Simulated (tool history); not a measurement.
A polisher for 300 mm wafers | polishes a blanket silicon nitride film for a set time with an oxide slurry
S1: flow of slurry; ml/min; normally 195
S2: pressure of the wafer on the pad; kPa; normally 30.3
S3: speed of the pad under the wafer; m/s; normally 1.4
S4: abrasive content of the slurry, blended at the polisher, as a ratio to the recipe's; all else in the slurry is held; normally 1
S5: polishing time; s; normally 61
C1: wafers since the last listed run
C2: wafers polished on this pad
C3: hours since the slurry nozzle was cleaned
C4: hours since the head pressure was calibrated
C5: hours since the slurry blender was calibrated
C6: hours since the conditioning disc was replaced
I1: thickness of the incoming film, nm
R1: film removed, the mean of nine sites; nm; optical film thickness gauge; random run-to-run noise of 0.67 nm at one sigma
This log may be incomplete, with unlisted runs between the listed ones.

| run | hour | S1 | S2 | S3 | S4 | S5 | C1 | C2 | C3 | C4 | C5 | C6 | I1 | R1 |
|---|---|---|---|---|---|---|---|---|---|---|---|---|---|---|
| 1 | 0 | 195 | 30.3 | 1.4 | 1 | 61 | 0 | 3076 | 31.3 | 943.1 | 396.8 | 404.5 | 388.5 | 45.6 |
|  | 60.3 | head pressure recalibrated |
| 2 | 69.7 | 195 | 30.3 | 1.56 | 1 | 61 | 675 | 3751 | 101 | 9.4 | 466.5 | 474.2 | 382.9 | 48.6 |
|  | 104.2 | conditioning disc replaced and pad reconditioned |
|  | 108.9 | slurry blender recalibrated |
| 3 | 109.4 | 195 | 30.3 | 1.56 | 1 | 61 | 355 | 4107 | 140.7 | 49.1 | 0.5 | 5.2 | 395.2 | 48.5 |
|  | 158.9 | worn pad replaced by a new one, repeated, since the last time left the tool worse |
| 4 | 160.2 | 195 | 30.3 | 1.4 | 1 | 61 | 466 | 13 | 191.5 | 99.9 | 51.3 | 56 | 390.2 | 52.6 |
| 5 | 263.7 | 195 | 30.3 | 1.4 | 1 | 61 | 1032 | 1045 | 295 | 203.4 | 154.8 | 159.5 | 395.9 | 52.7 |
| 6 | 319.8 | 240 | 30.3 | 1.4 | 1 | 61 | 559 | 1604 | 351.1 | 259.5 | 210.9 | 215.6 | 391.5 | 53.9 |
| 7 | 369.4 | 195 | 30.3 | 1.4 | 1 | 61 | 494 | 2099 | 400.7 | 309.1 | 260.5 | 265.2 | 391.2 | 52.5 |
|  | 398.2 | slurry nozzle cleaned |
| 8 | 470.5 | 195 | 30.3 | 1.4 | 1 | 61 | 998 | 3097 | 72.3 | 410.2 | 361.6 | 366.3 | 394.4 | 50.8 |
| 9 | 556.7 | 160 | 30.3 | 1.4 | 1.1 | 72 | 859 | 3957 | 158.5 | 496.4 | 447.8 | 452.5 | 388.4 | 59.8 |
|  | 576.4 | conditioning disc replaced and pad reconditioned |
|  | 579.2 | slurry blender recalibrated |
| 10 | 612.2 | 195 | 37.2 | 1.4 | 1 | 61 | 513 | 4470 | 214 | 551.9 | 33 | 35.8 | 389.9 | 63 |
| 11 | 664 | 195 | 30.3 | 1.4 | 1 | 51 | 516 | 4987 | 265.8 | 603.7 | 84.8 | 87.6 | 382.1 | 40.6 |
|  | 670 | worn pad replaced by a new one |
| 12 | 734.6 | 215 | 30.3 | 1.4 | 0.8 | 61 | 664 | 643 | 336.4 | 674.3 | 155.4 | 158.2 | 391 | 50.5 |
| 13 | 775.6 | 195 | 30.3 | 1.4 | 1 | 53 | 408 | 1052 | 377.4 | 715.3 | 196.4 | 199.2 | 398.4 | 46 |
|  | 822.1 | slurry nozzle cleaned |
| 14 | 883.6 | 195 | 30.3 | 1.4 | 0.85 | 42 | 1066 | 2119 | 61.5 | 823.3 | 304.4 | 307.2 | 390.6 | 35.1 |
|  | 935.8 | head pressure recalibrated |
| 15 | 949 | 195 | 30.3 | 1.8 | 1 | 73 | 632 | 2751 | 126.9 | 13.2 | 369.8 | 372.6 | 384.7 | 76.5 |
| 16 | 1011.5 | 245 | 26.9 | 1.4 | 1 | 61 | 623 | 3375 | 189.4 | 75.7 | 432.3 | 435.1 | 391.1 | 47 |
|  | 1069.6 | conditioning disc replaced and pad reconditioned |
| 17 | 1070.1 | 195 | 30.3 | 1.4 | 1 | 61 | 564 | 3939 | 248 | 134.3 | 490.9 | 0.5 | 386.1 | 50.8 |
|  | 1091.9 | slurry blender recalibrated |
|  | 1114 | worn pad replaced by a new one |
| 18 | 1169.6 | 245 | 26.9 | 1.4 | 1 | 61 | 932 | 554 | 347.5 | 233.8 | 77.7 | 100 | 386.8 | 49 |
| 19 | 1222.7 | 195 | 30.3 | 1.4 | 1 | 61 | 529 | 1084 | 400.6 | 286.9 | 130.8 | 153.1 | 387.9 | 53 |
| 20 | 1274.8 | 195 | 30.3 | 1.4 | 1 | 61 | 519 | 1603 | 452.7 | 339 | 182.9 | 205.2 | 395.5 | 52.1 |
|  | 1289.7 | slurry nozzle cleaned |
| 21 | 1370 | 195 | 20 | 1.4 | 1.15 | 61 | 939 | 2542 | 80.3 | 434.2 | 278.1 | 300.4 | 393.6 | 35.8 |
| 22 | 1411.4 | 195 | 30.3 | 1.54 | 1 | 61 | 412 | 2955 | 121.7 | 475.6 | 319.5 | 341.8 | 391.8 | 56.4 |
|  | 1470.8 | conditioning disc replaced and pad reconditioned |
| 23 | 1488.3 | 195 | 26.2 | 1.4 | 1 | 72 | 746 | 3702 | 198.6 | 552.5 | 396.4 | 17.5 | 388.5 | 52.5 |
|  | 1515.5 | slurry blender recalibrated |
|  | 1529.1 | worn pad replaced by a new one |
| 24 | 1574.5 | 215 | 30.3 | 1.4 | 0.8 | 61 | 799 | 452 | 284.8 | 638.7 | 59 | 103.7 | 387.3 | 50.1 |
| 25 | 1650.4 | 250 | 36.5 | 1.88 | 1 | 61 | 756 | 1209 | 360.7 | 714.6 | 134.9 | 179.6 | 390 | 81.3 |

The tool's hidden state at each run:
slurry flow missing at the pad, %: 0, the same for each run
deviation of the head's pressure from its setpoint, %: 0, the same for each run
abrasive missing from the slurry, %: 0, the same for each run
time polished since the conditioner stopped cutting, s: 0, the same for each run
H1: removal rate lost through wear of the pad, %
| run | H1 |
|---|---|
| 1 | 15.2 |
| 2 | 16.5 |
| 3 | 17.3 |
| 4 | 0.507 |
| 5 | 0.794 |
| 6 | 1.18 |
| 7 | 1.67 |
| 8 | 3.05 |
| 9 | 4.65 |
| 10 | 5.88 |
| 11 | 7.18 |
| 12 | 0.394 |
| 13 | 0.577 |
| 14 | 1.48 |
| 15 | 2.32 |
| 16 | 3.34 |
| 17 | 4.47 |
| 18 | 0.964 |
| 19 | 1.19 |
| 20 | 1.56 |
| 21 | 2.6 |
| 22 | 3.2 |
| 23 | 4.55 |
| 24 | 0.581 |
| 25 | 0.912 |

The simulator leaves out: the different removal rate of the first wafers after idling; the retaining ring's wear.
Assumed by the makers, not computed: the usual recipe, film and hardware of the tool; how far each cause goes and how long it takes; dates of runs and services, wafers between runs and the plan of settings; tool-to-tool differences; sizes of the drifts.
